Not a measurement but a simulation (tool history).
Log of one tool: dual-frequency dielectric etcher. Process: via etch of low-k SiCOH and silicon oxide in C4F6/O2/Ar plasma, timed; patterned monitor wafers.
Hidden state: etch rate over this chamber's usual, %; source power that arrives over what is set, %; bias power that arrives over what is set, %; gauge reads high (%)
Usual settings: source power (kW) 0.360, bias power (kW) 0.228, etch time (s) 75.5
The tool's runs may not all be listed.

run,hour,source power (kW),bias power (kW),etch time (s),wafers since the last listed run,hours since the last wet clean,hours since the last source power generator calibration,hours since the last bias power generator calibration,hours since the last upper electrode change,hours since the gauge calibration,"read-back reference wafer on the same gauge, depth_nm",mean etch depth across the wafer (nm)
1,0.0,0.360,0.228,75.5,0,369.2,2654.9,1581.9,3717.2,219.5,261.0,248.4
# hour 19.0: wet clean of the chamber
2,41.7,0.360,0.228,75.5,296,22.7,2696.6,1623.6,3758.9,261.2,260.7,241.5
3,135.7,0.360,0.228,75.5,1226,116.7,2790.6,1717.6,3852.9,355.2,260.9,244.8
4,225.5,0.360,0.252,58.0,1172,206.5,2880.4,1807.4,3942.7,445.0,261.0,192.8
5,308.2,0.360,0.252,58.0,1079,289.2,2963.1,1890.1,4025.4,527.7,261.0,194.9
# hour 342.6: wet clean of the chamber
6,404.9,0.360,0.252,58.0,948,62.3,3059.8,1986.8,4122.1,624.4,260.9,179.1
7,466.5,0.360,0.228,75.5,804,123.9,3121.4,2048.4,4183.7,686.0,261.2,227.6
8,523.0,0.360,0.228,75.5,737,180.4,3177.9,2104.9,4240.2,742.5,261.1,225.9
# hour 631.4: wet clean of the chamber, repeated, since the last time left the tool worse
9,631.9,0.360,0.228,75.5,1108,0.5,3286.8,2213.8,4349.1,851.4,261.1,242.1
10,685.2,0.360,0.228,75.5,695,53.8,3340.1,2267.1,4402.4,904.7,260.7,241.8
# hour 751.5: bias power generator calibrated
11,758.3,0.360,0.228,75.5,901,126.9,3413.2,6.8,4475.5,977.8,260.6,244.1
12,824.0,0.360,0.228,75.5,857,192.6,3478.9,72.5,4541.2,1043.5,261.2,247.9
# hour 847.5: source power generator calibrated
13,875.3,0.360,0.228,75.5,617,243.9,27.8,123.8,4592.5,1094.8,261.2,247.8
# hour 893.9: gauge calibrated
# hour 956.8: upper electrode replaced
# hour 1002.2: wet clean of the chamber
14,1063.8,0.440,0.228,75.5,1833,61.6,216.3,312.3,107.0,169.9,260.8,261.3
15,1143.1,0.290,0.281,68.0,1035,140.9,295.6,391.6,186.3,249.2,261.0,214.4
16,1220.8,0.300,0.228,56.0,1014,218.6,373.3,469.3,264.0,326.9,261.0,170.6
17,1323.6,0.360,0.228,75.5,1341,321.4,476.1,572.1,366.8,429.7,260.9,245.1
# hour 1350.1: wet clean of the chamber
18,1364.8,0.430,0.270,86.0,224,14.7,517.3,613.3,408.0,470.9,260.9,302.2
19,1462.3,0.360,0.228,75.5,1272,112.2,614.8,710.8,505.5,568.4,260.8,240.0
20,1567.2,0.390,0.191,88.5,1369,217.1,719.7,815.7,610.4,673.3,260.8,288.1
21,1651.1,0.360,0.228,89.5,1095,301.0,803.6,899.6,694.3,757.2,261.4,292.4
# hour 1675.3: wet clean of the chamber
22,1729.5,0.360,0.228,75.5,710,54.2,882.0,978.0,772.7,835.6,260.9,245.2
23,1771.6,0.360,0.228,84.0,549,96.3,924.1,1020.1,814.8,877.7,261.3,270.6
24,1808.4,0.360,0.228,75.5,480,133.1,960.9,1056.9,851.6,914.5,260.9,247.0
25,1896.5,0.420,0.256,94.0,1149,221.2,1049.0,1145.0,939.7,1002.6,261.2,334.3

Forecast each of these 3 alternatives for the next run:
A,1896.9,0.360,0.228,75.5,5,221.6,1049.4,1145.4,940.1,1003.0,?,?
B,1896.9,0.390,0.211,91.5,5,221.6,1049.4,1145.4,940.1,1003.0,?,?
C,1896.9,0.310,0.258,75.5,5,221.6,1049.4,1145.4,940.1,1003.0,?,?

run,"read-back reference wafer on the same gauge, depth_nm",mean etch depth across the wafer (nm)
A,261.0,247.3
B,261.0,303.3
C,261.0,241.2
Without the tool's hidden state the same runs would have given:
run,mean etch depth across the wafer (nm)
A,240.6
B,295.2
C,234.8
